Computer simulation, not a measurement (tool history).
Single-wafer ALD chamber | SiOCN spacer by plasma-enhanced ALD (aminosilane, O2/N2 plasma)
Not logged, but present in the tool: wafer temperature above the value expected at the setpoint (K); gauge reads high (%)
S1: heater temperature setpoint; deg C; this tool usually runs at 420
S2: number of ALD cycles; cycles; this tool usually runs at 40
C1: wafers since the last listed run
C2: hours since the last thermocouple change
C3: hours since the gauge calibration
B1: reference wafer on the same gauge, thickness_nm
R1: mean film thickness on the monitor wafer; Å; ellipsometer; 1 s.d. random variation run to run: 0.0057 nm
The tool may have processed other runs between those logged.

run 1 hour=0 | S1=426 S2=40 | C1=0 C2=570.4 C3=544.6 | B1=2.101 | R1=24.63
run 2 hour=88.8 | S1=426 S2=40 | C1=428 C2=659.2 C3=633.4 | B1=2.1 | R1=24.71
run 3 hour=139.8 | S1=420 S2=44 | C1=246 C2=710.2 C3=684.4 | B1=2.1 | R1=27.77
run 4 hour=244 | S1=420 S2=38 | C1=503 C2=814.4 C3=788.6 | B1=2.1 | R1=24.07
run 5 hour=297.4 | S1=420 S2=38 | C1=257 C2=867.8 C3=842 | B1=2.099 | R1=23.96
run 6 hour=376.5 | S1=420 S2=40 | C1=382 C2=946.9 C3=921.1 | B1=2.099 | R1=25.31
-- hour=453.3 gauge calibrated
run 7 hour=479.8 | S1=420 S2=40 | C1=498 C2=1050.2 C3=26.5 | B1=2.101 | R1=25.14
-- hour=528.5 thermocouple changed; heater temperature recalibrated
run 8 hour=586.8 | S1=424 S2=40 | C1=478 C2=58.3 C3=133.5 | B1=2.1 | R1=24.8
run 9 hour=626.7 | S1=414 S2=40 | C1=192 C2=98.2 C3=173.4 | B1=2.1 | R1=25.7
run 10 hour=719.7 | S1=420 S2=40 | C1=449 C2=191.2 C3=266.4 | B1=2.099 | R1=25.21
run 11 hour=811.2 | S1=413 S2=36 | C1=441 C2=282.7 C3=357.9 | B1=2.099 | R1=23.23
run 12 hour=895.8 | S1=408 S2=47 | C1=408 C2=367.3 C3=442.5 | B1=2.1 | R1=30.75
run 13 hour=994.9 | S1=416 S2=34 | C1=478 C2=466.4 C3=541.6 | B1=2.1 | R1=21.76
run 14 hour=1048.8 | S1=432 S2=40 | C1=260 C2=520.3 C3=595.5 | B1=2.1 | R1=24.19
run 15 hour=1138.4 | S1=420 S2=40 | C1=432 C2=609.9 C3=685.1 | B1=2.1 | R1=25.24
run 16 hour=1240.7 | S1=408 S2=36 | C1=494 C2=712.2 C3=787.4 | B1=2.1 | R1=23.61

Estimate the outcome of run 17 from the log above:
run 17 hour=1293.7 | S1=409 S2=35 | C1=256 C2=765.2 C3=840.4 | B1=? | R1=?

Run 17 gave B1 2.1, R1 23.01 Å.
Without the tool's hidden state the same run would have given R1 23.01 Å.

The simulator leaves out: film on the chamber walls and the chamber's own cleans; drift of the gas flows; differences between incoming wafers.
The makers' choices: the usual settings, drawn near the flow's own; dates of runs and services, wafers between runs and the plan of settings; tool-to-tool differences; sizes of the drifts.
